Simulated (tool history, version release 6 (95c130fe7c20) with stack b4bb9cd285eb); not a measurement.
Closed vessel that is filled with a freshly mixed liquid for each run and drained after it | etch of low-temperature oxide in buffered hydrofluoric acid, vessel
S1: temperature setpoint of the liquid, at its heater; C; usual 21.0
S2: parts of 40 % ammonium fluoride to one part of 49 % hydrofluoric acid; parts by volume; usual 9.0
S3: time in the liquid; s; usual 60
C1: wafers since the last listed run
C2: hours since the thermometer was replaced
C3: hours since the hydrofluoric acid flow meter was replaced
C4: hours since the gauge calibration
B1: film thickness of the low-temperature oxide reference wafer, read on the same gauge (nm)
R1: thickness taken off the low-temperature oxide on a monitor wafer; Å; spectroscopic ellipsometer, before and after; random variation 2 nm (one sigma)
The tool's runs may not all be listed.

run 1 day=0.000 | S1=21.0 S2=9.0 S3=60 | C1=0 C2=990.6 C3=1441.6 C4=911.1 | B1=39.98 | R1=2516.1
run 2 day=3.133 | S1=21.0 S2=9.0 S3=60 | C1=10093 C2=1065.8 C3=1516.8 C4=986.3 | B1=40.00 | R1=2552.7
run 3 day=5.062 | S1=21.0 S2=9.0 S3=60 | C1=6214 C2=1112.1 C3=1563.1 C4=1032.6 | B1=39.99 | R1=2535.5
-- day=5.608 thermometer replaced
run 4 day=7.758 | S1=21.0 S2=9.0 S3=60 | C1=8550 C2=51.6 C3=1627.8 C4=1097.3 | B1=39.99 | R1=2477.0
run 5 day=10.971 | S1=21.0 S2=9.0 S3=60 | C1=10348 C2=128.7 C3=1704.9 C4=1174.4 | B1=40.02 | R1=2499.3
run 6 day=12.875 | S1=21.0 S2=9.0 S3=60 | C1=6134 C2=174.4 C3=1750.6 C4=1220.1 | B1=39.98 | R1=2477.0
run 7 day=14.579 | S1=21.0 S2=9.0 S3=60 | C1=5489 C2=215.3 C3=1791.5 C4=1261.0 | B1=39.98 | R1=2530.0
run 8 day=17.808 | S1=21.0 S2=9.0 S3=60 | C1=10402 C2=292.8 C3=1869.0 C4=1338.5 | B1=39.97 | R1=2513.0
run 9 day=20.908 | S1=21.0 S2=9.0 S3=60 | C1=9986 C2=367.2 C3=1943.4 C4=1412.9 | B1=40.01 | R1=2476.4
run 10 day=24.604 | S1=23.0 S2=9.0 S3=35 | C1=11905 C2=455.9 C3=2032.1 C4=1501.6 | B1=39.98 | R1=1592.8
run 11 day=28.054 | S1=17.0 S2=9.0 S3=60 | C1=11114 C2=538.7 C3=2114.9 C4=1584.4 | B1=39.99 | R1=2006.2
run 12 day=29.842 | S1=25.5 S2=10.0 S3=60 | C1=5758 C2=581.6 C3=2157.8 C4=1627.3 | B1=39.99 | R1=2891.9
run 13 day=33.312 | S1=21.0 S2=9.0 S3=60 | C1=11181 C2=664.9 C3=2241.1 C4=1710.6 | B1=39.98 | R1=2485.5
-- day=35.771 gauge calibrated
run 14 day=36.588 | S1=19.0 S2=9.0 S3=60 | C1=10550 C2=743.5 C3=2319.7 C4=19.6 | B1=40.01 | R1=2209.1
run 15 day=40.283 | S1=25.5 S2=9.0 S3=60 | C1=11905 C2=832.2 C3=2408.4 C4=108.3 | B1=40.00 | R1=3153.5
-- day=42.096 hydrofluoric acid flow meter replaced
run 16 day=43.788 | S1=21.0 S2=9.0 S3=70 | C1=11154 C2=916.3 C3=40.6 C4=192.4 | B1=39.99 | R1=3009.6
run 17 day=45.296 | S1=19.0 S2=9.0 S3=60 | C1=4859 C2=952.5 C3=76.8 C4=228.6 | B1=40.01 | R1=2284.2
run 18 day=48.112 | S1=21.0 S2=9.0 S3=60 | C1=9073 C2=1020.1 C3=144.4 C4=296.2 | B1=40.03 | R1=2545.8
run 19 day=50.988 | S1=25.5 S2=9.0 S3=80 | C1=9261 C2=1089.1 C3=213.4 C4=365.2 | B1=40.01 | R1=4363.1
run 20 day=52.604 | S1=21.0 S2=9.0 S3=60 | C1=5208 C2=1127.9 C3=252.2 C4=404.0 | B1=40.02 | R1=2545.4
-- day=52.658 thermometer replaced
run 21 day=55.471 | S1=25.5 S2=9.0 S3=60 | C1=9100 C2=67.5 C3=321.0 C4=472.8 | B1=39.99 | R1=3250.7
run 22 day=57.242 | S1=18.5 S2=6.0 S3=45 | C1=5704 C2=110.0 C3=363.5 C4=515.3 | B1=40.01 | R1=2493.8
run 23 day=60.650 | S1=25.0 S2=9.0 S3=60 | C1=10979 C2=191.8 C3=445.3 C4=597.1 | B1=40.00 | R1=3179.6
run 24 day=64.896 | S1=23.0 S2=11.0 S3=35 | C1=13677 C2=293.7 C3=547.2 C4=699.0 | B1=39.98 | R1=1403.0
run 25 day=67.567 | S1=17.0 S2=9.0 S3=60 | C1=8603 C2=357.8 C3=611.3 C4=763.1 | B1=39.98 | R1=2027.8
run 26 day=70.804 | S1=17.0 S2=9.0 S3=80 | C1=10429 C2=435.5 C3=689.0 C4=840.8 | B1=39.96 | R1=2670.5
run 27 day=74.454 | S1=21.0 S2=11.5 S3=80 | C1=11758 C2=523.1 C3=776.6 C4=928.4 | B1=40.02 | R1=2719.3
run 28 day=77.867 | S1=17.5 S2=10.0 S3=60 | C1=10993 C2=605.0 C3=858.5 C4=1010.3 | B1=40.01 | R1=1925.7

Run 29 comes next. What will it give?
run 29 day=80.596 | S1=22.5 S2=9.0 S3=60 | C1=8791 C2=670.5 C3=924.0 C4=1075.8 | B1=? | R1=?

Run 29 gave B1 40.02, R1 2795.6 Å.
Without the tool's hidden state the same run would have given R1 2842.2 Å.
